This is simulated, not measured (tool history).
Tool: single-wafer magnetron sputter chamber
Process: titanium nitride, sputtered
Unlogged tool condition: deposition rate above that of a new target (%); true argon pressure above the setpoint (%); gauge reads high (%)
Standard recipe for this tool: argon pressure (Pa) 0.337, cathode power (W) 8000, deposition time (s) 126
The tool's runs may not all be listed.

| run | hour | argon pressure (Pa) | cathode power (W) | deposition time (s) | wafers since the last listed run | wafers on the sputter target | hours since the last manometer calibration | hours since the magnet pack was replaced | hours since the gauge calibration | read-back reference wafer on the same gauge, thickness_nm | mean film thickness on the monitor wafer (Å) |
|---|---|---|---|---|---|---|---|---|---|---|---|
| 1 | 0 | 0.337 | 9000 | 126 | 0 | 3178 | 1916.7 | 4639.1 | 891.5 | 224.212 | 2277.64 |
| 2 | 43.2 | 0.337 | 9000 | 126 | 320 | 3499 | 1959.9 | 4682.3 | 934.7 | 224.203 | 2276.7 |
| 3 | 84.1 | 0.249 | 8000 | 106 | 303 | 3803 | 2000.8 | 4723.2 | 975.6 | 224.081 | 1843.55 |
|  | 114.9 | gauge calibrated |
| 4 | 179.4 | 0.249 | 8000 | 106 | 707 | 4510 | 2096.1 | 4818.5 | 64.5 | 224.05 | 1840.55 |
| 5 | 266.9 | 0.337 | 8000 | 126 | 649 | 5160 | 2183.6 | 4906 | 152 | 223.838 | 2053.82 |
| 6 | 505.5 | 0.337 | 8000 | 126 | 1771 | 6931 | 2422.2 | 5144.6 | 390.6 | 224.052 | 2038.35 |
|  | 571.5 | capacitance manometer re-zeroed and calibrated |
| 7 | 577.8 | 0.337 | 8000 | 126 | 477 | 7409 | 6.3 | 5216.9 | 462.9 | 224.175 | 2016.32 |
| 8 | 636.3 | 0.337 | 8000 | 126 | 434 | 7843 | 64.8 | 5275.4 | 521.4 | 224.133 | 2019.93 |
|  | 689.8 | sputter target and shields replaced |
| 9 | 731.3 | 0.337 | 8000 | 126 | 645 | 307 | 159.8 | 5370.4 | 616.4 | 223.84 | 2031.24 |
| 10 | 798.6 | 0.337 | 8000 | 126 | 499 | 807 | 227.1 | 5437.7 | 683.7 | 223.665 | 2003.07 |
|  | 858.7 | capacitance manometer re-zeroed and calibrated, repeated, since the last time left the tool worse |
| 11 | 859.2 | 0.337 | 8000 | 126 | 390 | 1198 | 0.5 | 5498.3 | 744.3 | 223.962 | 2096.3 |
| 12 | 911.8 | 0.337 | 8000 | 126 | 390 | 1588 | 53.1 | 5550.9 | 796.9 | 223.784 | 2096.5 |
| 13 | 999.5 | 0.271 | 9800 | 148 | 651 | 2239 | 140.8 | 5638.6 | 884.6 | 223.792 | 3026.49 |
|  | 1092.7 | gauge calibrated |
|  | 1093.8 | magnet pack replaced |
| 14 | 1094.3 | 0.337 | 8000 | 126 | 644 | 2884 | 235.6 | 0.5 | 1.6 | 223.799 | 2084.26 |
| 15 | 1142.6 | 0.393 | 8000 | 149 | 358 | 3242 | 283.9 | 48.8 | 49.9 | 224.109 | 2386.53 |
| 16 | 1231.7 | 0.268 | 8000 | 105 | 661 | 3904 | 373 | 137.9 | 139 | 224.062 | 1816.69 |
| 17 | 1275.4 | 0.337 | 9000 | 126 | 324 | 4228 | 416.7 | 181.6 | 182.7 | 223.861 | 2305.63 |
| 18 | 1315.3 | 0.439 | 8000 | 126 | 296 | 4524 | 456.6 | 221.5 | 222.6 | 223.772 | 1970.94 |
| 19 | 1435.5 | 0.439 | 8000 | 114 | 892 | 5417 | 576.8 | 341.7 | 342.8 | 223.943 | 1784.31 |
| 20 | 1528.9 | 0.284 | 9600 | 112 | 693 | 6110 | 670.2 | 435.1 | 436.2 | 223.971 | 2223.81 |

Each row is a separate what-if for the run after 20, all from the same tool condition, not one after another. Results?
| A | 1529.3 | 0.337 | 8000 | 141 | 2 | 6113 | 670.6 | 435.5 | 436.6 | ? | ? |
| B | 1529.3 | 0.391 | 9000 | 148 | 2 | 6113 | 670.6 | 435.5 | 436.6 | ? | ? |
| C | 1529.3 | 0.337 | 7300 | 126 | 2 | 6113 | 670.6 | 435.5 | 436.6 | ? | ? |
| D | 1529.3 | 0.457 | 8000 | 126 | 2 | 6113 | 670.6 | 435.5 | 436.6 | ? | ? |

| run | read-back reference wafer on the same gauge, thickness_nm | mean film thickness on the monitor wafer (Å) |
|---|---|---|
| A | 223.714 | 2344.27 |
| B | 223.714 | 2626.75 |
| C | 223.714 | 1944.65 |
| D | 223.714 | 1951.19 |
The same runs, with their run-to-run variation unchanged, on a tool lacking any hidden condition would have given:
| run | mean film thickness on the monitor wafer (Å) |
|---|---|
| A | 2355.64 |
| B | 2642.5 |
| C | 1954.08 |
| D | 1965.54 |
